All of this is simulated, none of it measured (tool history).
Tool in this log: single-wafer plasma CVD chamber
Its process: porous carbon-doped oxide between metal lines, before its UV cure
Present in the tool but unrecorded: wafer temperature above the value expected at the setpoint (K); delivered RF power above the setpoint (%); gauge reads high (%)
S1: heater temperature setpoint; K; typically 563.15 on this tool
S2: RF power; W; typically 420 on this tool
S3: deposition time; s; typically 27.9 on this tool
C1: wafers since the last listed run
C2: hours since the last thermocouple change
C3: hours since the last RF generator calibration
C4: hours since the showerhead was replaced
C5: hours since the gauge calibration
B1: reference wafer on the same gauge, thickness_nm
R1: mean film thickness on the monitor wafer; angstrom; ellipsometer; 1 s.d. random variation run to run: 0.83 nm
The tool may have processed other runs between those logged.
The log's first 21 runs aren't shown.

| run | hour | S1 | S2 | S3 | C1 | C2 | C3 | C4 | C5 | B1 | R1 |
|---|---|---|---|---|---|---|---|---|---|---|---|
| 22 | 532.5 | 575.15 | 365 | 27.9 | 936 | 170.3 | 201.1 | 275.9 | 148.3 | 143.065 | 1266.44 |
| 23 | 554.0 | 569.15 | 385 | 25.2 | 716 | 191.8 | 222.6 | 297.4 | 169.8 | 142.838 | 1214.02 |
| 24 | 568.2 | 551.15 | 445 | 24.4 | 473 | 206.0 | 236.8 | 311.6 | 184.0 | 143.293 | 1409.74 |
| 25 | 593.7 | 570.15 | 345 | 30.5 | 849 | 231.5 | 262.3 | 337.1 | 209.5 | 142.871 | 1383.40 |
| 26 | 618.8 | 563.15 | 480 | 29.5 | 836 | 256.6 | 287.4 | 362.2 | 234.6 | 142.728 | 1592.84 |
| 27 | 647.1 | 563.15 | 460 | 24.2 | 943 | 284.9 | 315.7 | 390.5 | 262.9 | 142.959 | 1290.71 |
| 28 | 671.3 | 575.15 | 420 | 27.9 | 806 | 309.1 | 339.9 | 414.7 | 287.1 | 143.182 | 1331.40 |
| 29 | 706.9 | 563.15 | 420 | 27.9 | 1186 | 344.7 | 375.5 | 450.3 | 322.7 | 142.673 | 1415.76 |
| 30 | 723.3 | 563.15 | 420 | 27.9 | 546 | 361.1 | 391.9 | 466.7 | 339.1 | 143.049 | 1433.72 |
| 31 | 738.2 | 570.15 | 460 | 23.8 | 496 | 376.0 | 406.8 | 481.6 | 354.0 | 143.006 | 1205.11 |
| 32 | 759.3 | 568.15 | 420 | 29.8 | 703 | 397.1 | 427.9 | 502.7 | 375.1 | 142.855 | 1467.71 |
| 33 | 783.4 | 563.15 | 420 | 27.9 | 803 | 421.2 | 452.0 | 526.8 | 399.2 | 143.313 | 1423.11 |
| 34 | 799.7 | 555.15 | 420 | 31.8 | 543 | 437.5 | 468.3 | 543.1 | 415.5 | 143.072 | 1700.34 |
| 35 | 817.1 | 563.15 | 420 | 27.9 | 579 | 454.9 | 485.7 | 560.5 | 432.9 | 142.921 | 1417.70 |

Predict each of these 3 candidate next runs independently; none follows another, all start after run 35:
| A | 817.5 | 563.15 | 420 | 27.9 | 13 | 455.3 | 486.1 | 560.9 | 433.3 | ? | ? |
| B | 817.5 | 575.15 | 370 | 33.0 | 13 | 455.3 | 486.1 | 560.9 | 433.3 | ? | ? |
| C | 817.5 | 553.15 | 355 | 27.9 | 13 | 455.3 | 486.1 | 560.9 | 433.3 | ? | ? |

| run | B1 | R1 |
|---|---|---|
| A | 143.261 | 1425.31 |
| B | 143.261 | 1477.68 |
| C | 143.261 | 1432.63 |
Had the tool no hidden state, the same runs would have come out as:
| run | R1 |
|---|---|
| A | 1456.20 |
| B | 1507.49 |
| C | 1465.85 |
